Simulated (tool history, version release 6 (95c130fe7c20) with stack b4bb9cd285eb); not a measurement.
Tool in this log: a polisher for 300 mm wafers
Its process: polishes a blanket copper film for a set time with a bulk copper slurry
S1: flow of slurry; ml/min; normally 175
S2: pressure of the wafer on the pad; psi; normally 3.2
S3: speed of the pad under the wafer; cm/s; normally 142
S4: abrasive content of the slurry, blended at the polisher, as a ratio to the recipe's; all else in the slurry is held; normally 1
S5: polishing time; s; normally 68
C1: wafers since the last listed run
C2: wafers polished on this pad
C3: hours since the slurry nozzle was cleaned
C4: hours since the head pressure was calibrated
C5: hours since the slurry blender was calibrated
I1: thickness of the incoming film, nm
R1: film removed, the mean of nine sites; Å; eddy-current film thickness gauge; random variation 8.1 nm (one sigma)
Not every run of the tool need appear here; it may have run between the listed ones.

{"run": 1, "day": 0.0, "S1": 175, "S2": 3.2, "S3": 142, "S4": 1, "S5": 68, "C1": 0, "C2": 1539, "C3": 242.2, "C4": 1188.6, "C5": 74.8, "I1": 3915.7, "R1": 8259}
{"run": 2, "day": 1.371, "S1": 175, "S2": 3.2, "S3": 142, "S4": 1, "S5": 68, "C1": 379, "C2": 1919, "C3": 275.1, "C4": 1221.5, "C5": 107.7, "I1": 3952.9, "R1": 8286}
{"day": 1.571, "done": "worn pad replaced by a new one"}
{"day": 2.412, "done": "slurry nozzle cleaned"}
{"run": 3, "day": 4.054, "S1": 175, "S2": 3.2, "S3": 142, "S4": 1, "S5": 68, "C1": 685, "C2": 676, "C3": 39.4, "C4": 1285.9, "C5": 172.1, "I1": 3976.9, "R1": 8037}
{"run": 4, "day": 6.308, "S1": 155, "S2": 3.2, "S3": 142, "S4": 1, "S5": 68, "C1": 624, "C2": 1301, "C3": 93.5, "C4": 1340, "C5": 226.2, "I1": 3980, "R1": 7890}
{"day": 6.638, "done": "slurry blender recalibrated"}
{"run": 5, "day": 8.262, "S1": 155, "S2": 3.2, "S3": 142, "S4": 1, "S5": 68, "C1": 518, "C2": 1819, "C3": 140.4, "C4": 1386.9, "C5": 39, "I1": 3995.3, "R1": 8172}
{"day": 9.225, "done": "worn pad replaced by a new one"}
{"run": 6, "day": 10.067, "S1": 175, "S2": 3.2, "S3": 142, "S4": 1, "S5": 68, "C1": 453, "C2": 232, "C3": 183.7, "C4": 1430.2, "C5": 82.3, "I1": 3980.2, "R1": 8174}
{"run": 7, "day": 11.792, "S1": 175, "S2": 3.2, "S3": 142, "S4": 1, "S5": 68, "C1": 478, "C2": 710, "C3": 225.1, "C4": 1471.6, "C5": 123.7, "I1": 4007.9, "R1": 8280}
{"day": 13.808, "done": "head pressure recalibrated"}
{"run": 8, "day": 14.692, "S1": 175, "S2": 3.2, "S3": 142, "S4": 1, "S5": 68, "C1": 780, "C2": 1491, "C3": 294.7, "C4": 21.2, "C5": 193.3, "I1": 3976.5, "R1": 8097}
{"day": 15.354, "done": "slurry nozzle cleaned"}
{"run": 9, "day": 15.862, "S1": 175, "S2": 3.8, "S3": 142, "S4": 1, "S5": 68, "C1": 312, "C2": 1804, "C3": 12.2, "C4": 49.3, "C5": 221.4, "I1": 3906.4, "R1": 9150}
{"run": 10, "day": 16.921, "S1": 175, "S2": 3.2, "S3": 142, "S4": 1.25, "S5": 68, "C1": 293, "C2": 2097, "C3": 37.6, "C4": 74.7, "C5": 246.8, "I1": 4013.6, "R1": 7999}
{"day": 17.712, "done": "worn pad replaced by a new one"}
{"day": 18.125, "done": "slurry blender recalibrated"}
{"run": 11, "day": 18.483, "S1": 175, "S2": 3.2, "S3": 124, "S4": 1, "S5": 68, "C1": 363, "C2": 190, "C3": 75.1, "C4": 112.2, "C5": 8.6, "I1": 3919, "R1": 7311}
{"run": 12, "day": 19.762, "S1": 175, "S2": 3.2, "S3": 142, "S4": 1, "S5": 68, "C1": 354, "C2": 544, "C3": 105.8, "C4": 142.9, "C5": 39.3, "I1": 3980.6, "R1": 8170}
{"run": 13, "day": 21.725, "S1": 175, "S2": 3.2, "S3": 104, "S4": 1, "S5": 68, "C1": 543, "C2": 1088, "C3": 152.9, "C4": 190, "C5": 86.4, "I1": 4044.7, "R1": 5962}
{"run": 14, "day": 22.979, "S1": 195, "S2": 3.2, "S3": 120, "S4": 1, "S5": 68, "C1": 347, "C2": 1436, "C3": 183, "C4": 220.1, "C5": 116.5, "I1": 3976.8, "R1": 6896}
{"day": 24.838, "done": "worn pad replaced by a new one"}
{"day": 27.279, "done": "slurry blender recalibrated"}
{"day": 28.271, "done": "slurry nozzle cleaned"}
{"run": 15, "day": 29.138, "S1": 175, "S2": 3.2, "S3": 120, "S4": 1, "S5": 74, "C1": 1625, "C2": 1156, "C3": 20.8, "C4": 367.9, "C5": 44.6, "I1": 4025.6, "R1": 7419}
{"run": 16, "day": 31.85, "S1": 175, "S2": 3.2, "S3": 120, "S4": 1, "S5": 74, "C1": 751, "C2": 1908, "C3": 85.9, "C4": 433, "C5": 109.7, "I1": 3990.8, "R1": 7501}
{"day": 32.479, "done": "worn pad replaced by a new one"}
{"run": 17, "day": 33.346, "S1": 175, "S2": 3.2, "S3": 142, "S4": 1, "S5": 68, "C1": 368, "C2": 239, "C3": 121.8, "C4": 468.9, "C5": 145.6, "I1": 3941.5, "R1": 7845}
{"run": 18, "day": 35.692, "S1": 175, "S2": 3.2, "S3": 142, "S4": 1, "S5": 68, "C1": 650, "C2": 890, "C3": 178.1, "C4": 525.2, "C5": 201.9, "I1": 3906.4, "R1": 7779}
{"day": 37.108, "done": "slurry blender recalibrated"}
{"run": 19, "day": 38.15, "S1": 150, "S2": 3.2, "S3": 142, "S4": 1, "S5": 68, "C1": 658, "C2": 1548, "C3": 237.1, "C4": 584.2, "C5": 25, "I1": 3973.3, "R1": 8136}

3 ways to go on from here, each from the tool as it stands after run 19. What would each give?
{"run": "A", "day": 38.171, "S1": 175, "S2": 3.2, "S3": 142, "S4": 0.75, "S5": 68, "C1": 5, "C2": 1553, "C3": 237.6, "C4": 584.7, "C5": 25.5, "I1": 3961.9, "R1": "?"}
{"run": "B", "day": 38.171, "S1": 175, "S2": 3.7, "S3": 96, "S4": 1, "S5": 68, "C1": 5, "C2": 1553, "C3": 237.6, "C4": 584.7, "C5": 25.5, "I1": 3961.9, "R1": "?"}
{"run": "C", "day": 38.171, "S1": 130, "S2": 2.8, "S3": 126, "S4": 1, "S5": 68, "C1": 5, "C2": 1553, "C3": 237.6, "C4": 584.7, "C5": 25.5, "I1": 3961.9, "R1": "?"}

run=A R1=7831
run=B R1=6359
run=C R1=6183
What these runs would have given with no unlogged condition in the tool:
run=A R1=7903
run=B R1=6419
run=C R1=6241
